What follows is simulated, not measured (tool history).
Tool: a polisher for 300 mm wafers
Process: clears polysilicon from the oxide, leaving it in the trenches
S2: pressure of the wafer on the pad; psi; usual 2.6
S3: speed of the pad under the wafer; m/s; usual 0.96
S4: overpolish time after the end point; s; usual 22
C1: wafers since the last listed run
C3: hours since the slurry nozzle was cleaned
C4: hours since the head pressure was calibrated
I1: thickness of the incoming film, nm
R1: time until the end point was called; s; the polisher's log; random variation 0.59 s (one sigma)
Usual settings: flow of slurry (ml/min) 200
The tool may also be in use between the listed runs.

{"run": 1, "hour": 0.0, "flow of slurry (ml/min)": 200, "S2": 2.6, "S3": 0.96, "S4": 22, "C1": 0, "wafers polished on this pad": 1365, "C3": 129.8, "C4": 569.2, "I1": 663.4, "R1": 44.8}
{"hour": 22.8, "done": "worn pad replaced by a new one"}
{"run": 2, "hour": 27.8, "flow of slurry (ml/min)": 200, "S2": 2.3, "S3": 0.96, "S4": 22, "C1": 164, "wafers polished on this pad": 34, "C3": 157.6, "C4": 597, "I1": 670, "R1": 45.6}
{"run": 3, "hour": 58.4, "flow of slurry (ml/min)": 200, "S2": 2.3, "S3": 0.96, "S4": 22, "C1": 210, "wafers polished on this pad": 245, "C3": 188.2, "C4": 627.6, "I1": 670.4, "R1": 45.3}
{"hour": 79.9, "done": "head pressure recalibrated"}
{"run": 4, "hour": 81.6, "flow of slurry (ml/min)": 200, "S2": 2.3, "S3": 0.96, "S4": 22, "C1": 146, "wafers polished on this pad": 391, "C3": 211.4, "C4": 1.7, "I1": 666.8, "R1": 51.9}
{"run": 5, "hour": 97.1, "flow of slurry (ml/min)": 200, "S2": 2.6, "S3": 0.96, "S4": 22, "C1": 106, "wafers polished on this pad": 498, "C3": 226.9, "C4": 17.2, "I1": 671.1, "R1": 46.1}
{"hour": 101.9, "done": "slurry nozzle cleaned"}
{"run": 6, "hour": 122.0, "flow of slurry (ml/min)": 200, "S2": 2.6, "S3": 0.96, "S4": 22, "C1": 164, "wafers polished on this pad": 663, "C3": 20.1, "C4": 42.1, "I1": 674, "R1": 46.5}
{"run": 7, "hour": 144.2, "flow of slurry (ml/min)": 200, "S2": 2.6, "S3": 0.96, "S4": 22, "C1": 153, "wafers polished on this pad": 816, "C3": 42.3, "C4": 64.3, "I1": 670.7, "R1": 44.8}
{"run": 8, "hour": 176.0, "flow of slurry (ml/min)": 200, "S2": 2.6, "S3": 0.96, "S4": 22, "C1": 219, "wafers polished on this pad": 1035, "C3": 74.1, "C4": 96.1, "I1": 661.1, "R1": 45.8}
{"run": 9, "hour": 200.0, "flow of slurry (ml/min)": 200, "S2": 2.6, "S3": 0.96, "S4": 22, "C1": 165, "wafers polished on this pad": 1201, "C3": 98.1, "C4": 120.1, "I1": 674.3, "R1": 46.8}
{"run": 10, "hour": 219.6, "flow of slurry (ml/min)": 200, "S2": 2.6, "S3": 0.96, "S4": 22, "C1": 135, "wafers polished on this pad": 1336, "C3": 117.7, "C4": 139.7, "I1": 667.2, "R1": 47.8}
{"run": 11, "hour": 233.1, "flow of slurry (ml/min)": 200, "S2": 2.6, "S3": 0.96, "S4": 22, "C1": 93, "wafers polished on this pad": 1429, "C3": 131.2, "C4": 153.2, "I1": 670.6, "R1": 47.9}
{"hour": 256.5, "done": "worn pad replaced by a new one"}
{"run": 12, "hour": 258.4, "flow of slurry (ml/min)": 200, "S2": 3.3, "S3": 0.96, "S4": 22, "C1": 146, "wafers polished on this pad": 13, "C3": 156.5, "C4": 178.5, "I1": 679.9, "R1": 34.2}
{"run": 13, "hour": 307.0, "flow of slurry (ml/min)": 200, "S2": 3.3, "S3": 0.96, "S4": 22, "C1": 335, "wafers polished on this pad": 348, "C3": 205.1, "C4": 227.1, "I1": 663.9, "R1": 33.1}
{"hour": 363.2, "done": "slurry nozzle cleaned"}
{"run": 14, "hour": 400.6, "flow of slurry (ml/min)": 200, "S2": 3.3, "S3": 0.96, "S4": 22, "C1": 638, "wafers polished on this pad": 986, "C3": 37.4, "C4": 320.7, "I1": 676.6, "R1": 35.1}
{"run": 15, "hour": 426.3, "flow of slurry (ml/min)": 225, "S2": 2.6, "S3": 0.96, "S4": 27, "C1": 177, "wafers polished on this pad": 1164, "C3": 63.1, "C4": 346.4, "I1": 670.8, "R1": 44.8}
{"run": 16, "hour": 454.4, "flow of slurry (ml/min)": 225, "S2": 2.6, "S3": 0.96, "S4": 27, "C1": 193, "wafers polished on this pad": 1357, "C3": 91.2, "C4": 374.5, "I1": 663.7, "R1": 45.9}
{"hour": 472.1, "done": "worn pad replaced by a new one"}
{"run": 17, "hour": 472.6, "flow of slurry (ml/min)": 140, "S2": 3.2, "S3": 0.96, "S4": 30, "C1": 97, "wafers polished on this pad": 3, "C3": 109.4, "C4": 392.7, "I1": 674.8, "R1": 36.6}
{"run": 18, "hour": 491.9, "flow of slurry (ml/min)": 200, "S2": 3.4, "S3": 0.78, "S4": 30, "C1": 133, "wafers polished on this pad": 136, "C3": 128.7, "C4": 412, "I1": 655.8, "R1": 34.7}

The next listed run, before its measurement:
{"run": 19, "hour": 516.1, "flow of slurry (ml/min)": 170, "S2": 1.7, "S3": 1.12, "S4": 27, "C1": 166, "wafers polished on this pad": 303, "C3": 152.9, "C4": 436.2, "I1": 662.7, "R1": "?"}

Run 19 gave R1 59.1 s.
Without the tool's hidden state the same run would have given R1 64.6 s.

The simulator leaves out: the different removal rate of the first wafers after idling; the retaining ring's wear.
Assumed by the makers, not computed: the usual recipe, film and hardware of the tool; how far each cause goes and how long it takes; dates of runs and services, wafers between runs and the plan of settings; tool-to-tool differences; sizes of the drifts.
